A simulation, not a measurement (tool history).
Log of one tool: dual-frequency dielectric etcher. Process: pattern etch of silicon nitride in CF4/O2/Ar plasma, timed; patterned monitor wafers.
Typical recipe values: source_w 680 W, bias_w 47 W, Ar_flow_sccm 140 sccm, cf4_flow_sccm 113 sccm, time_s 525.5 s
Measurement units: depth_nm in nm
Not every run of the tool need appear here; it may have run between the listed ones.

run   hour  source_w  bias_w  Ar_flow_sccm  cf4_flow_sccm  time_s  wafers since the last listed run  hours since the last wet clean  hours since the last source power generator calibration  hours since the last bias power generator calibration  hours since the last Ar flow controller change  hours since the last CF4 flow controller change  hours since the last upper electrode change  hours since the gauge calibration  read-back reference wafer on the same gauge, depth_nm  depth_nm
  1      0       680      53           140            113   525.5                                 0                             275                                                     1914                                                 2116.2                                          2804.2                                           4968.7                                       3738.7                              292.4                                                 1462.9    1310.4
  2   45.2       680      53           140            113   525.5                                88                           320.2                                                   1959.2                                                 2161.4                                          2849.4                                           5013.9                                       3783.9                              337.6                                                 1461.2    1318.8
  3   98.3       730      47           155            113   525.5                               103                           373.3                                                   2012.3                                                 2214.5                                          2902.5                                             5067                                         3837                              390.7                                                 1459.8    1308.9
     118.6  -- Ar flow controller replaced
     123.4  -- wet clean of the chamber
  4  167.3       730      47           155            113   525.5                               113                            43.9                                                   2081.3                                                 2283.5                                            48.7                                             5136                                         3906                              459.7                                                 1459.9    1290.9
     211.1  -- CF4 flow controller replaced
  5  232.5       730      47           155            113   525.5                               115                           109.1                                                   2146.5                                                 2348.7                                           113.9                                             21.4                                       3971.2                              524.9                                                 1458.6    1296.3
  6  288.4       680      47           167             99   525.5                               109                             165                                                   2202.4                                                 2404.6                                           169.8                                             77.3                                       4027.1                              580.8                                                 1460.6    1179.5
     318.1  -- upper electrode replaced
  7  318.6       680      47           140            113   663.5                                12                           195.2                                                   2232.6                                                 2434.8                                             200                                            107.5                                          0.5                                611                                                   1459    1539.1
     347.8  -- source power generator calibrated
  8  366.9       530      47           140            113   525.5                                86                           243.5                                                     19.1                                                 2483.1                                           248.3                                            155.8                                         48.8                              659.3                                                 1459.9     947.9
     389.4  -- gauge calibrated
  9  397.7       680      47           140            113   525.5                                60                           274.3                                                     49.9                                                 2513.9                                           279.1                                            186.6                                         79.6                                8.3                                                 1459.1    1228.6
 10  511.2       620      47           140            127   525.5                               221                           387.8                                                    163.4                                                 2627.4                                           392.6                                            300.1                                        193.1                              121.8                                                   1458      1128
     552.9  -- wet clean of the chamber
 11  553.4       680      47           140            113   525.5                                35                             0.5                                                    205.6                                                 2669.6                                           434.8                                            342.3                                        235.3                                164                                                 1457.6      1234
 12  594.1       680      47           127            140   525.5                                79                            41.2                                                    246.3                                                 2710.3                                           475.5                                              383                                          276                              204.7                                                 1460.3      1269
 13  639.9       680      47           164            113   630.5                                89                              87                                                    292.1                                                 2756.1                                           521.3                                            428.8                                        321.8                              250.5                                                 1460.5    1439.2
 14  692.7       760      58           106            140   525.5                               103                           139.8                                                    344.9                                                 2808.9                                           574.1                                            481.6                                        374.6                              303.3                                                 1460.4    1640.1
     702.5  -- bias power generator calibrated
 15  732.1       680      47           140             91   525.5                                69                           179.2                                                    384.3                                                   29.6                                           613.5                                              521                                          414                              342.7                                                 1460.9    1216.3
 16  769.3       680      53           160            134   444.5                                72                           216.4                                                    421.5                                                   66.8                                           650.7                                            558.2                                        451.2                              379.9                                                 1458.2    1111.2
 17  833.1       680      47           125            138   525.5                               124                           280.2                                                    485.3                                                  130.6                                           714.5                                              622                                          515                              443.7                                                   1458    1268.9
 18  885.5       680      47           140            113   525.5                               102                           332.6                                                    537.7                                                    183                                           766.9                                            674.4                                        567.4                              496.1                                                 1459.5    1230.9
 19  928.9       680      47           140            113   525.5                                84                             376                                                    581.1                                                  226.4                                           810.3                                            717.8                                        610.8                              539.5                                                 1459.3    1220.1
 20  992.4       730      47           155            113   525.5                               124                           439.5                                                    644.6                                                  289.9                                           873.8                                            781.3                                        674.3                                603                                                 1460.3    1303.8

Consider 5 possible next runs. They are alternatives, not a sequence: every one starts from the tool as it was left by run 20. What does each give?
  A   993       680      47           140            113   525.5                                 1                           440.1                                                    645.2                                                  290.5                                           874.4                                            781.9                                        674.9                              603.6                                                      ?         ?
  B   993       680      36           140            113   525.5                                 1                           440.1                                                    645.2                                                  290.5                                           874.4                                            781.9                                        674.9                              603.6                                                      ?         ?
  C   993       680      47           154            113   525.5                                 1                           440.1                                                    645.2                                                  290.5                                           874.4                                            781.9                                        674.9                              603.6                                                      ?         ?
  D   993       680      59           167            113     583                                 1                           440.1                                                    645.2                                                  290.5                                           874.4                                            781.9                                        674.9                              603.6                                                      ?         ?
  E   993       530      53           140            113     384                                 1                           440.1                                                    645.2                                                  290.5                                           874.4                                            781.9                                        674.9                              603.6                                                      ?         ?

run  read-back reference wafer on the same gauge, depth_nm  depth_nm
  A                                                 1458.2    1230.3
  B                                                 1458.2    1056.6
  C                                                 1458.2    1213.1
  D                                                 1458.2    1509.6
  E                                                 1458.2     742.3
The same runs, with their run-to-run variation unchanged, on a tool lacking any hidden condition would have given:
run  depth_nm
  A    1230.3
  B    1056.6
  C    1213.1
  D    1509.6
  E     742.3
